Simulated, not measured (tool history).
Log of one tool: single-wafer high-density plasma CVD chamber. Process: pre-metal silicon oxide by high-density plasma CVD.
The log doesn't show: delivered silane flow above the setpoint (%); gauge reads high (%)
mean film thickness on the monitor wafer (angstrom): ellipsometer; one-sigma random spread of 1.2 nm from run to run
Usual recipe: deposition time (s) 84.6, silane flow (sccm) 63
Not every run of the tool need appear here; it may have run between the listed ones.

run    hour  deposition time (s)  silane flow (sccm)  wafers since the last listed run  hours since the silane flow controller was replaced  hours since the gauge calibration  read-back reference wafer on the same gauge, thickness_nm  mean film thickness on the monitor wafer (angstrom)
  1     0.0                 84.6                  68                                 0                                               5210.1                              387.4                                                    686.010                                              6638.58
  2    30.0                 84.6                  68                               289                                               5240.1                              417.4                                                    685.851                                              6662.13
  3    50.0                 84.6                  63                               192                                               5260.1                              437.4                                                    686.100                                              6270.33
  4    84.6                 84.6                  63                               333                                               5294.7                              472.0                                                    686.064                                              6288.73
  5    98.1                 84.6                  63                               130                                               5308.2                              485.5                                                    686.253                                              6288.73
  6   110.9                 84.6                  63                               123                                               5321.0                              498.3                                                    685.753                                              6261.84
  7   127.1                 84.6                  63                               156                                               5337.2                              514.5                                                    685.740                                              6256.61
  8   140.6                 84.6                  63                               130                                               5350.7                              528.0                                                    685.918                                              6248.82
  9   165.1                 84.6                  63                               236                                               5375.2                              552.5                                                    685.879                                              6268.73
 10   177.7                 84.6                  63                               121                                               5387.8                              565.1                                                    686.068                                              6288.82
 11   210.9                 84.6                  60                               320                                               5421.0                              598.3                                                    686.074                                              6067.50
 12   237.3                 84.6                  69                               254                                               5447.4                              624.7                                                    686.171                                              6756.81
 13   265.4                 84.6                  69                               271                                               5475.5                              652.8                                                    686.058                                              6778.54
      305.6  -- silane flow controller replaced
 14   306.1                 84.6                  63                               315                                                  0.5                              693.5                                                    685.853                                              5970.43
 15   329.1                 84.6                  63                               221                                                 23.5                              716.5                                                    686.111                                              5974.17
 16   341.7                 84.6                  63                               121                                                 36.1                              729.1                                                    686.001                                              5973.08
 17   375.5                 84.6                  63                               326                                                 69.9                              762.9                                                    685.716                                              5992.64
      386.8  -- gauge calibrated
 18   407.2                 84.6                  63                               305                                                101.6                               20.4                                                    685.926                                              5953.36
 19   434.3                 84.6                  63                               261                                                128.7                               47.5                                                    685.717                                              5991.09
 20   466.9                 84.6                  63                               314                                                161.3                               80.1                                                    685.695                                              5985.30
 21   500.1                 84.6                  63                               320                                                194.5                              113.3                                                    685.726                                              5988.25
 22   531.7                 84.6                  63                               304                                                226.1                              144.9                                                    685.932                                              5971.29
 23   547.3                 84.6                  63                               150                                                241.7                              160.5                                                    685.919                                              5987.05
 24   562.8                 84.6                  53                               149                                                257.2                              176.0                                                    685.853                                              5242.97
 25   586.2                 74.4                  68                               225                                                280.6                              199.4                                                    686.087                                              5594.76
 26   605.1                 79.4                  69                               182                                                299.5                              218.3                                                    685.651                                              6031.68
 27   623.5                 98.1                  63                               177                                                317.9                              236.7                                                    685.793                                              6922.26
 28   650.6                 84.6                  63                               261                                                345.0                              263.8                                                    686.219                                              5995.14
 29   665.7                 84.6                  63                               145                                                360.1                              278.9                                                    686.070                                              6000.69
 30   694.3                 84.6                  63                               275                                                388.7                              307.5                                                    686.001                                              6000.70
 31   725.5                100.1                  56                               301                                                419.9                              338.7                                                    686.270                                              6450.80
 32   741.2                 77.9                  68                               151                                                435.6                              354.4                                                    686.084                                              5846.55
 33   767.3                 70.6                  63                               251                                                461.7                              380.5                                                    685.968                                              4989.73
 34   780.1                 75.8                  71                               123                                                474.5                              393.3                                                    685.759                                              5894.46
 35   794.9                 68.2                  58                               142                                                489.3                              408.1                                                    686.146                                              4511.62
 36   822.4                 84.6                  55                               265                                                516.8                              435.6                                                    686.155                                              5373.21
 37   841.0                 80.3                  67                               179                                                535.4                              454.2                                                    686.024                                              5955.40
 38   874.2                 78.7                  51                               320                                                568.6                              487.4                                                    685.813                                              4733.53
 39   889.6                 68.7                  60                               148                                                584.0                              502.8                                                    686.082                                              4674.93
 40   912.4                 74.5                  63                               220                                                606.8                              525.6                                                    686.000                                              5276.56
 41   945.6                 79.7                  56                               320                                                640.0                              558.8                                                    686.144                                              5134.68
 42   972.4                 84.6                  63                               258                                                666.8                              585.6                                                    685.937                                              5965.24
 43   991.0                100.1                  71                               179                                                685.4                              604.2                                                    685.989                                              7766.85
 44  1005.2                 96.7                  63                               137                                                699.6                              618.4                                                    685.751                                              6825.00

Alternative continuations, all from the tool just after run 44; predict every row:
  A  1005.6                 84.6                  63                                 3                                                700.0                              618.8                                                          ?                                                    ?
  B  1005.6                 70.6                  73                                 3                                                700.0                              618.8                                                          ?                                                    ?
  C  1005.6                 76.8                  76                                 3                                                700.0                              618.8                                                          ?                                                    ?

run  read-back reference wafer on the same gauge, thickness_nm  mean film thickness on the monitor wafer (angstrom)
  A                                                    685.955                                              5974.55
  B                                                    685.955                                              5613.44
  C                                                    685.955                                              6311.21
With the hidden condition removed and each run's random variation left untouched, the same runs would have given:
run  mean film thickness on the monitor wafer (angstrom)
  A                                              5956.98
  B                                              5596.93
  C                                              6292.66
